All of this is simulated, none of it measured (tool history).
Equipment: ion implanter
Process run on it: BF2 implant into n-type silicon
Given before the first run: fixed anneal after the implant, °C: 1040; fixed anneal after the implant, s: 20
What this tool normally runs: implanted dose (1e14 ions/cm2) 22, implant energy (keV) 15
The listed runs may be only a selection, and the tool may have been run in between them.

| run | hour | implanted dose (1e14 ions/cm2) | implant energy (keV) | read-back reference wafer on the same gauge, sheet resistance | sheet resistance of the implanted and annealed layer (ohm/square) |
|---|---|---|---|---|---|
| 1 | 0 | 19.98 | 17.5 | 157.01 | 131.69 |
| 2 | 59.4 | 25.68 | 15 | 157.02 | 133.88 |
| 3 | 379.7 | 25.68 | 15 | 157.04 | 134.09 |
| 4 | 482.6 | 25.68 | 15 | 157 | 133.8 |
| 5 | 578.2 | 22 | 12.5 | 156.97 | 143.56 |
| 6 | 654.7 | 22 | 12.5 | 157.05 | 142.45 |
| 7 | 759.2 | 22 | 12.5 | 156.99 | 142.47 |
| 8 | 892.3 | 22 | 15 | 156.99 | 135.54 |
| 9 | 969.9 | 22 | 15 | 156.98 | 135.42 |
| 10 | 1064.8 | 22 | 15 | 157.05 | 135.36 |
| 11 | 1138.7 | 22 | 15 | 157 | 135.33 |
| 12 | 1180.9 | 22 | 15 | 156.99 | 135.29 |
| 13 | 1239.1 | 19.99 | 16.5 | 157.03 | 133.08 |
| 14 | 1287.6 | 25.68 | 15 | 156.97 | 132.67 |
|  | 1333.5 | Faraday cup replaced and dose calibrated |
| 15 | 1382.2 | 23.89 | 17.5 | 157.02 | 127.77 |
| 16 | 1424.7 | 28.06 | 15 | 156.99 | 132.05 |
|  | 1486 | gauge calibrated |
| 17 | 1499.7 | 27.7 | 17 | 157.04 | 126.99 |
| 18 | 1605.3 | 22 | 15 | 156.97 | 134.39 |
|  | 1679.5 | extraction supply calibrated |
| 19 | 1706.7 | 26.18 | 15 | 157.03 | 134.11 |
| 20 | 1807.8 | 22 | 15 | 157.04 | 136.25 |
| 21 | 1888 | 18.6 | 15 | 156.95 | 139.26 |
| 22 | 1977.4 | 26.84 | 18.5 | 156.98 | 125.39 |
| 23 | 2040.9 | 22 | 15 | 156.99 | 136.56 |
| 24 | 2145.3 | 19.98 | 17.5 | 157.04 | 132.09 |
| 25 | 2210.9 | 28.1 | 20 | 157 | 121.1 |
| 26 | 2266.3 | 24.73 | 17.5 | 156.98 | 128.41 |
| 27 | 2348.6 | 22 | 20 | 157 | 124.26 |

Below are 4 alternative next runs, each starting from the tool's condition after run 27. Predict each:
| A | 2349 | 24.3 | 15 | ? | ? |
| B | 2349 | 26.59 | 18 | ? | ? |
| C | 2349 | 22 | 12 | ? | ? |
| D | 2349 | 17.74 | 12 | ? | ? |

| run | read-back reference wafer on the same gauge, sheet resistance | sheet resistance of the implanted and annealed layer (ohm/square) |
|---|---|---|
| A | 157.02 | 134.79 |
| B | 157.02 | 126.45 |
| C | 157.02 | 144.65 |
| D | 157.02 | 149.21 |
Stripped of hidden state, with their random variation kept, the same runs would have yielded:
| run | sheet resistance of the implanted and annealed layer (ohm/square) |
|---|---|
| A | 135.21 |
| B | 126.9 |
| C | 145.04 |
| D | 149.61 |

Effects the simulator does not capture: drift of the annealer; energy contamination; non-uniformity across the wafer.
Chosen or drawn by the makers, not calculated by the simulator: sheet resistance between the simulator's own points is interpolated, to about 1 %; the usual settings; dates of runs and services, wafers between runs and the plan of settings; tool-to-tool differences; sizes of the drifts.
